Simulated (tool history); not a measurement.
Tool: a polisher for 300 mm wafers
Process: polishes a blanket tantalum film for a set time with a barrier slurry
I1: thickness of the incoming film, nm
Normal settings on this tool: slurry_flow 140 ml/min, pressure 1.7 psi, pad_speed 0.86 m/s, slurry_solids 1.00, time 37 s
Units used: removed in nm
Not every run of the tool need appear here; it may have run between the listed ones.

{"run": 1, "hour": 0.0, "slurry_flow": 140, "pressure": 1.7, "pad_speed": 1.02, "slurry_solids": 1.1, "time": 37, "I1": 293.4, "removed": 54.7}
{"hour": 148.6, "done": "slurry blender recalibrated"}
{"run": 2, "hour": 258.8, "slurry_flow": 140, "pressure": 1.7, "pad_speed": 1.02, "slurry_solids": 1.1, "time": 37, "I1": 294.1, "removed": 55.6}
{"run": 3, "hour": 314.9, "slurry_flow": 140, "pressure": 1.7, "pad_speed": 0.86, "slurry_solids": 1.0, "time": 37, "I1": 286.5, "removed": 45.0}
{"run": 4, "hour": 368.7, "slurry_flow": 140, "pressure": 1.7, "pad_speed": 0.86, "slurry_solids": 1.0, "time": 37, "I1": 287.3, "removed": 44.6}
{"run": 5, "hour": 405.5, "slurry_flow": 140, "pressure": 1.7, "pad_speed": 0.86, "slurry_solids": 1.0, "time": 37, "I1": 290.5, "removed": 44.4}
{"hour": 462.4, "done": "worn pad replaced by a new one"}
{"hour": 515.7, "done": "slurry nozzle cleaned"}
{"hour": 600.0, "done": "slurry blender recalibrated"}
{"run": 6, "hour": 696.6, "slurry_flow": 140, "pressure": 1.7, "pad_speed": 0.86, "slurry_solids": 1.0, "time": 37, "I1": 290.4, "removed": 41.7}
{"hour": 746.0, "done": "head pressure recalibrated"}
{"run": 7, "hour": 767.4, "slurry_flow": 140, "pressure": 1.7, "pad_speed": 0.86, "slurry_solids": 1.0, "time": 37, "I1": 291.9, "removed": 40.9}
{"run": 8, "hour": 832.6, "slurry_flow": 140, "pressure": 2.1, "pad_speed": 0.86, "slurry_solids": 1.0, "time": 37, "I1": 287.5, "removed": 51.2}
{"hour": 857.7, "done": "worn pad replaced by a new one"}
{"run": 9, "hour": 882.1, "slurry_flow": 140, "pressure": 2.1, "pad_speed": 0.86, "slurry_solids": 1.0, "time": 37, "I1": 292.4, "removed": 50.6}
{"run": 10, "hour": 935.8, "slurry_flow": 140, "pressure": 2.1, "pad_speed": 0.86, "slurry_solids": 1.0, "time": 37, "I1": 293.7, "removed": 48.7}
{"run": 11, "hour": 985.0, "slurry_flow": 140, "pressure": 1.7, "pad_speed": 0.86, "slurry_solids": 0.8, "time": 37, "I1": 294.5, "removed": 36.9}
{"hour": 1040.5, "done": "slurry blender recalibrated, repeated, since the last time left the tool worse"}
{"run": 12, "hour": 1047.8, "slurry_flow": 140, "pressure": 1.7, "pad_speed": 0.86, "slurry_solids": 1.0, "time": 37, "I1": 294.2, "removed": 45.6}
{"run": 13, "hour": 1089.4, "slurry_flow": 140, "pressure": 1.7, "pad_speed": 0.86, "slurry_solids": 1.0, "time": 37, "I1": 292.2, "removed": 45.2}
{"run": 14, "hour": 1133.1, "slurry_flow": 140, "pressure": 1.7, "pad_speed": 0.86, "slurry_solids": 1.0, "time": 37, "I1": 288.8, "removed": 45.7}
{"run": 15, "hour": 1194.4, "slurry_flow": 140, "pressure": 1.7, "pad_speed": 0.6, "slurry_solids": 1.0, "time": 37, "I1": 291.4, "removed": 31.2}
{"hour": 1199.1, "done": "slurry nozzle cleaned"}
{"run": 16, "hour": 1273.9, "slurry_flow": 140, "pressure": 2.3, "pad_speed": 0.86, "slurry_solids": 0.8, "time": 50, "I1": 290.3, "removed": 76.4}
{"hour": 1310.2, "done": "worn pad replaced by a new one"}
{"run": 17, "hour": 1340.6, "slurry_flow": 140, "pressure": 2.0, "pad_speed": 0.86, "slurry_solids": 1.0, "time": 37, "I1": 290.9, "removed": 50.9}
{"run": 18, "hour": 1392.8, "slurry_flow": 140, "pressure": 1.7, "pad_speed": 1.04, "slurry_solids": 1.0, "time": 37, "I1": 289.3, "removed": 52.5}
{"hour": 1457.3, "done": "head pressure recalibrated"}
{"run": 19, "hour": 1488.4, "slurry_flow": 165, "pressure": 1.9, "pad_speed": 0.86, "slurry_solids": 0.75, "time": 28, "I1": 288.3, "removed": 34.4}
{"hour": 1514.4, "done": "slurry blender recalibrated"}
{"run": 20, "hour": 1531.7, "slurry_flow": 120, "pressure": 1.7, "pad_speed": 0.86, "slurry_solids": 1.0, "time": 44, "I1": 295.2, "removed": 52.3}
{"run": 21, "hour": 1618.5, "slurry_flow": 140, "pressure": 1.7, "pad_speed": 0.86, "slurry_solids": 1.0, "time": 37, "I1": 285.5, "removed": 44.4}
{"run": 22, "hour": 1668.3, "slurry_flow": 140, "pressure": 1.9, "pad_speed": 0.86, "slurry_solids": 1.0, "time": 37, "I1": 290.8, "removed": 49.8}
{"run": 23, "hour": 1713.8, "slurry_flow": 140, "pressure": 1.5, "pad_speed": 1.12, "slurry_solids": 1.15, "time": 31, "I1": 287.7, "removed": 43.8}
{"hour": 1754.8, "done": "worn pad replaced by a new one"}
{"run": 24, "hour": 1800.7, "slurry_flow": 140, "pressure": 1.7, "pad_speed": 1.02, "slurry_solids": 1.2, "time": 37, "I1": 291.4, "removed": 55.4}
{"hour": 1861.7, "done": "slurry nozzle cleaned"}
{"run": 25, "hour": 1862.2, "slurry_flow": 175, "pressure": 2.2, "pad_speed": 0.76, "slurry_solids": 1.0, "time": 41, "I1": 290.7, "removed": 57.0}
{"hour": 1892.8, "done": "slurry blender recalibrated"}
{"run": 26, "hour": 1947.4, "slurry_flow": 140, "pressure": 1.7, "pad_speed": 0.86, "slurry_solids": 1.0, "time": 49, "I1": 286.9, "removed": 60.1}
{"run": 27, "hour": 2016.9, "slurry_flow": 140, "pressure": 1.7, "pad_speed": 0.86, "slurry_solids": 1.0, "time": 37, "I1": 290.3, "removed": 44.8}
{"run": 28, "hour": 2113.6, "slurry_flow": 105, "pressure": 2.1, "pad_speed": 0.66, "slurry_solids": 1.0, "time": 37, "I1": 288.2, "removed": 39.3}
{"hour": 2155.2, "done": "worn pad replaced by a new one"}
{"run": 29, "hour": 2221.1, "slurry_flow": 140, "pressure": 1.7, "pad_speed": 0.86, "slurry_solids": 1.0, "time": 37, "I1": 291.9, "removed": 45.4}

What was the tool's hidden state at every run in the log?
removal rate lost through wear of the pad, %: 0 on each run
slurry flow missing at the pad, %: 0 on each run
deviation of the head's pressure from its setpoint, %: 0 on each run
H1: abrasive missing from the slurry, %
run=1 H1=7.68
run=2 H1=3.57
run=3 H1=4.86
run=4 H1=6.58
run=5 H1=8.04
run=6 H1=30.8
run=7 H1=32.4
run=8 H1=34.6
run=9 H1=36.7
run=10 H1=39.4
run=11 H1=42.4
run=12 H1=1.21
run=13 H1=1.4
run=14 H1=1.92
run=15 H1=3.17
run=16 H1=5.73
run=17 H1=8.68
run=18 H1=11.5
run=19 H1=17.9
run=20 H1=1.71
run=21 H1=2.59
run=22 H1=3.65
run=23 H1=4.99
run=24 H1=8.49
run=25 H1=11.7
run=26 H1=0.807
run=27 H1=1.84
run=28 H1=4.61
run=29 H1=9.5
